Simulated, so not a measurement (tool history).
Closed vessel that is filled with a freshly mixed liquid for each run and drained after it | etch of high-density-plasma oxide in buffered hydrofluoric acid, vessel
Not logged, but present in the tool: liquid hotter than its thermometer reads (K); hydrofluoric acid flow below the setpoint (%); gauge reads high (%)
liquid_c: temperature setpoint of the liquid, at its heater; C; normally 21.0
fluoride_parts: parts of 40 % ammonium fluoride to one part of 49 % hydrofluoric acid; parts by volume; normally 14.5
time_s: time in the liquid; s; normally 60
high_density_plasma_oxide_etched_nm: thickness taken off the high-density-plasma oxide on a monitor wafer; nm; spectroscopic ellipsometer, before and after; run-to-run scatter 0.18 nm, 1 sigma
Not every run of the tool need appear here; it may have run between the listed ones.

| run | day | liquid_c | fluoride_parts | time_s | wafers since the last listed run | hours since the thermometer was replaced | hours since the hydrofluoric acid flow meter was replaced | hours since the gauge calibration | read-back film thickness of the high-density-plasma oxide reference wafer, read on the same gauge (nm) | high_density_plasma_oxide_etched_nm |
|---|---|---|---|---|---|---|---|---|---|---|
| 1 | 0.000 | 25.0 | 14.5 | 60 | 0 | 225.4 | 2097.2 | 74.1 | 110.70 | 52.40 |
| 2 | 1.221 | 21.0 | 14.5 | 60 | 1912 | 254.7 | 2126.5 | 103.4 | 110.89 | 41.99 |
| 3 | 2.371 | 21.0 | 14.5 | 60 | 1801 | 282.3 | 2154.1 | 131.0 | 111.07 | 42.00 |
| 4 | 3.508 | 17.0 | 14.5 | 60 | 1782 | 309.6 | 2181.4 | 158.3 | 111.21 | 33.71 |
| 5 | 4.150 | 21.0 | 14.5 | 85 | 1005 | 325.0 | 2196.8 | 173.7 | 111.24 | 59.56 |
| 6 | 7.067 | 21.0 | 14.5 | 85 | 4570 | 395.0 | 2266.8 | 243.7 | 111.49 | 59.82 |
| 7 | 7.788 | 21.0 | 14.5 | 60 | 1129 | 412.3 | 2284.1 | 261.0 | 111.48 | 42.25 |
| 8 | 8.508 | 21.0 | 14.5 | 60 | 1129 | 429.6 | 2301.4 | 278.3 | 111.52 | 42.39 |
| 9 | 9.567 | 21.0 | 14.5 | 60 | 1658 | 455.0 | 2326.8 | 303.7 | 111.55 | 42.10 |
|  | 10.721 | gauge calibrated |
| 10 | 11.046 | 21.0 | 14.5 | 70 | 2317 | 490.5 | 2362.3 | 7.8 | 110.14 | 48.71 |
| 11 | 12.367 | 21.0 | 14.5 | 60 | 2069 | 522.2 | 2394.0 | 39.5 | 110.50 | 42.07 |
| 12 | 13.188 | 21.0 | 14.5 | 60 | 1286 | 541.9 | 2413.7 | 59.2 | 110.68 | 42.00 |
| 13 | 13.704 | 18.5 | 14.5 | 35 | 809 | 554.3 | 2426.1 | 71.6 | 110.80 | 21.11 |
|  | 14.246 | hydrofluoric acid flow meter replaced |
| 14 | 14.838 | 21.0 | 16.0 | 85 | 1710 | 581.5 | 14.2 | 98.8 | 110.96 | 54.16 |
| 15 | 15.896 | 25.5 | 10.0 | 95 | 1658 | 606.9 | 39.6 | 124.2 | 111.14 | 121.86 |
| 16 | 16.604 | 17.0 | 17.5 | 80 | 1109 | 623.9 | 56.6 | 141.2 | 111.22 | 37.18 |
|  | 17.533 | thermometer replaced |
| 17 | 17.904 | 24.0 | 14.5 | 60 | 1971 | 8.9 | 87.8 | 172.4 | 111.36 | 49.53 |
| 18 | 20.154 | 21.0 | 14.5 | 60 | 3525 | 62.9 | 141.8 | 226.4 | 111.53 | 42.46 |
| 19 | 20.838 | 21.0 | 14.5 | 60 | 1070 | 79.3 | 158.2 | 242.8 | 111.56 | 42.16 |
| 20 | 21.408 | 21.0 | 12.5 | 60 | 894 | 93.0 | 171.9 | 256.5 | 111.57 | 48.75 |
| 21 | 21.983 | 21.0 | 19.0 | 60 | 900 | 106.8 | 185.7 | 270.3 | 111.61 | 32.22 |
| 22 | 22.875 | 25.5 | 13.0 | 45 | 1397 | 128.2 | 207.1 | 291.7 | 111.66 | 45.20 |
| 23 | 23.554 | 21.0 | 14.5 | 60 | 1064 | 144.5 | 223.4 | 308.0 | 111.64 | 42.35 |

5 options for the next run, each taken on its own from the tool as it stands now. Forecast them:
| A | 23.583 | 21.0 | 14.5 | 60 | 45 | 145.2 | 224.1 | 308.7 | ? | ? |
| B | 23.583 | 22.5 | 9.5 | 50 | 45 | 145.2 | 224.1 | 308.7 | ? | ? |
| C | 23.583 | 24.5 | 14.5 | 90 | 45 | 145.2 | 224.1 | 308.7 | ? | ? |
| D | 23.583 | 21.0 | 18.5 | 60 | 45 | 145.2 | 224.1 | 308.7 | ? | ? |
| E | 23.583 | 21.0 | 14.5 | 95 | 45 | 145.2 | 224.1 | 308.7 | ? | ? |

| run | read-back film thickness of the high-density-plasma oxide reference wafer, read on the same gauge (nm) | high_density_plasma_oxide_etched_nm |
|---|---|---|
| A | 111.64 | 42.29 |
| B | 111.64 | 56.88 |
| C | 111.64 | 76.92 |
| D | 111.64 | 33.27 |
| E | 111.64 | 66.96 |
Stripped of hidden state, with their random variation kept, the same runs would have yielded:
| run | high_density_plasma_oxide_etched_nm |
|---|---|
| A | 41.66 |
| B | 56.03 |
| C | 75.77 |
| D | 32.77 |
| E | 65.96 |
